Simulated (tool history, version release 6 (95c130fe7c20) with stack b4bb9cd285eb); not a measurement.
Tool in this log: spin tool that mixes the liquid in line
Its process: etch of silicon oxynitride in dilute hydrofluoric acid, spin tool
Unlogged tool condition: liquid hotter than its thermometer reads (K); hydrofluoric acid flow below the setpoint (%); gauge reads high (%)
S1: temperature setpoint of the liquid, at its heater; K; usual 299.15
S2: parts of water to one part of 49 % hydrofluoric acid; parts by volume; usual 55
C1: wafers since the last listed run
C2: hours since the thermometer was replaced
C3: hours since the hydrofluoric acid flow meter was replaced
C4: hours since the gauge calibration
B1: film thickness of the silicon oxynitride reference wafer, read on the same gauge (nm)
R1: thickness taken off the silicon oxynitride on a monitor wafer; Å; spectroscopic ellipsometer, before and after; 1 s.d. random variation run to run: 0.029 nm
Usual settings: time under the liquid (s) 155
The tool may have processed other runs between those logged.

{"run": 1, "day": 0.0, "S1": 299.15, "S2": 70, "time under the liquid (s)": 155, "C1": 0, "C2": 1901.6, "C3": 996.5, "C4": 218.1, "B1": 90.007, "R1": 32.48}
{"run": 2, "day": 0.696, "S1": 299.15, "S2": 70, "time under the liquid (s)": 155, "C1": 119, "C2": 1918.3, "C3": 1013.2, "C4": 234.8, "B1": 90.005, "R1": 32.45}
{"run": 3, "day": 1.125, "S1": 299.15, "S2": 55, "time under the liquid (s)": 155, "C1": 73, "C2": 1928.6, "C3": 1023.5, "C4": 245.1, "B1": 89.994, "R1": 41.23}
{"run": 4, "day": 1.45, "S1": 295.65, "S2": 55, "time under the liquid (s)": 155, "C1": 55, "C2": 1936.4, "C3": 1031.3, "C4": 252.9, "B1": 90.007, "R1": 34.97}
{"run": 5, "day": 2.021, "S1": 295.65, "S2": 55, "time under the liquid (s)": 155, "C1": 97, "C2": 1950.1, "C3": 1045, "C4": 266.6, "B1": 89.982, "R1": 35.31}
{"run": 6, "day": 2.638, "S1": 295.65, "S2": 55, "time under the liquid (s)": 155, "C1": 105, "C2": 1964.9, "C3": 1059.8, "C4": 281.4, "B1": 89.986, "R1": 35.42}
{"run": 7, "day": 2.912, "S1": 299.15, "S2": 55, "time under the liquid (s)": 155, "C1": 47, "C2": 1971.5, "C3": 1066.4, "C4": 288, "B1": 89.998, "R1": 42.19}
{"run": 8, "day": 3.308, "S1": 299.15, "S2": 55, "time under the liquid (s)": 155, "C1": 67, "C2": 1981, "C3": 1075.9, "C4": 297.5, "B1": 89.973, "R1": 41.32}
{"run": 9, "day": 5.029, "S1": 299.15, "S2": 65, "time under the liquid (s)": 155, "C1": 294, "C2": 2022.3, "C3": 1117.2, "C4": 338.8, "B1": 90.005, "R1": 34.63}
{"run": 10, "day": 5.746, "S1": 299.15, "S2": 65, "time under the liquid (s)": 155, "C1": 122, "C2": 2039.5, "C3": 1134.4, "C4": 356, "B1": 90.002, "R1": 34.92}
{"run": 11, "day": 6.338, "S1": 299.15, "S2": 65, "time under the liquid (s)": 155, "C1": 101, "C2": 2053.7, "C3": 1148.6, "C4": 370.2, "B1": 90.01, "R1": 34.34}
{"run": 12, "day": 6.846, "S1": 299.15, "S2": 55, "time under the liquid (s)": 90, "C1": 87, "C2": 2065.9, "C3": 1160.8, "C4": 382.4, "B1": 90.003, "R1": 24.16}
{"day": 7.112, "done": "gauge calibrated"}
{"run": 13, "day": 7.138, "S1": 297.65, "S2": 55, "time under the liquid (s)": 155, "C1": 49, "C2": 2072.9, "C3": 1167.8, "C4": 0.6, "B1": 90.029, "R1": 38.64}
{"run": 14, "day": 7.408, "S1": 299.15, "S2": 55, "time under the liquid (s)": 155, "C1": 46, "C2": 2079.4, "C3": 1174.3, "C4": 7.1, "B1": 90.004, "R1": 41.34}
{"day": 7.454, "done": "thermometer replaced"}
{"run": 15, "day": 8.079, "S1": 297.15, "S2": 75, "time under the liquid (s)": 155, "C1": 107, "C2": 15, "C3": 1190.4, "C4": 23.2, "B1": 89.997, "R1": 27.02}
{"day": 8.204, "done": "hydrofluoric acid flow meter replaced"}
{"run": 16, "day": 8.408, "S1": 300.65, "S2": 45, "time under the liquid (s)": 85, "C1": 49, "C2": 22.9, "C3": 4.9, "C4": 31.1, "B1": 89.983, "R1": 33.72}
{"run": 17, "day": 9.15, "S1": 299.15, "S2": 55, "time under the liquid (s)": 155, "C1": 127, "C2": 40.7, "C3": 22.7, "C4": 48.9, "B1": 89.996, "R1": 46.68}
{"run": 18, "day": 9.575, "S1": 294.15, "S2": 55, "time under the liquid (s)": 155, "C1": 72, "C2": 50.9, "C3": 32.9, "C4": 59.1, "B1": 89.988, "R1": 36.41}
{"run": 19, "day": 9.896, "S1": 296.65, "S2": 55, "time under the liquid (s)": 155, "C1": 54, "C2": 58.6, "C3": 40.6, "C4": 66.8, "B1": 89.994, "R1": 41.33}
{"run": 20, "day": 11.046, "S1": 299.15, "S2": 55, "time under the liquid (s)": 155, "C1": 197, "C2": 86.2, "C3": 68.2, "C4": 94.4, "B1": 90.034, "R1": 46.18}
{"run": 21, "day": 11.629, "S1": 302.65, "S2": 55, "time under the liquid (s)": 90, "C1": 99, "C2": 100.2, "C3": 82.2, "C4": 108.4, "B1": 89.994, "R1": 31.46}
{"run": 22, "day": 12.146, "S1": 299.15, "S2": 55, "time under the liquid (s)": 155, "C1": 88, "C2": 112.6, "C3": 94.6, "C4": 120.8, "B1": 90.01, "R1": 46.41}

Here are 3 independent what-if runs from the current tool condition. What would each one return?
{"run": "A", "day": 12.167, "S1": 299.15, "S2": 55, "time under the liquid (s)": 220, "C1": 3, "C2": 113.1, "C3": 95.1, "C4": 121.3, "B1": "?", "R1": "?"}
{"run": "B", "day": 12.167, "S1": 299.15, "S2": 75, "time under the liquid (s)": 155, "C1": 3, "C2": 113.1, "C3": 95.1, "C4": 121.3, "B1": "?", "R1": "?"}
{"run": "C", "day": 12.167, "S1": 297.65, "S2": 45, "time under the liquid (s)": 230, "C1": 3, "C2": 113.1, "C3": 95.1, "C4": 121.3, "B1": "?", "R1": "?"}

run=A B1=90.023 R1=65.07
run=B B1=90.023 R1=33.02
run=C B1=90.023 R1=78.02
With no hidden state in the tool, these same runs would have given:
run=A R1=65.65
run=B R1=33.31
run=C R1=78.69
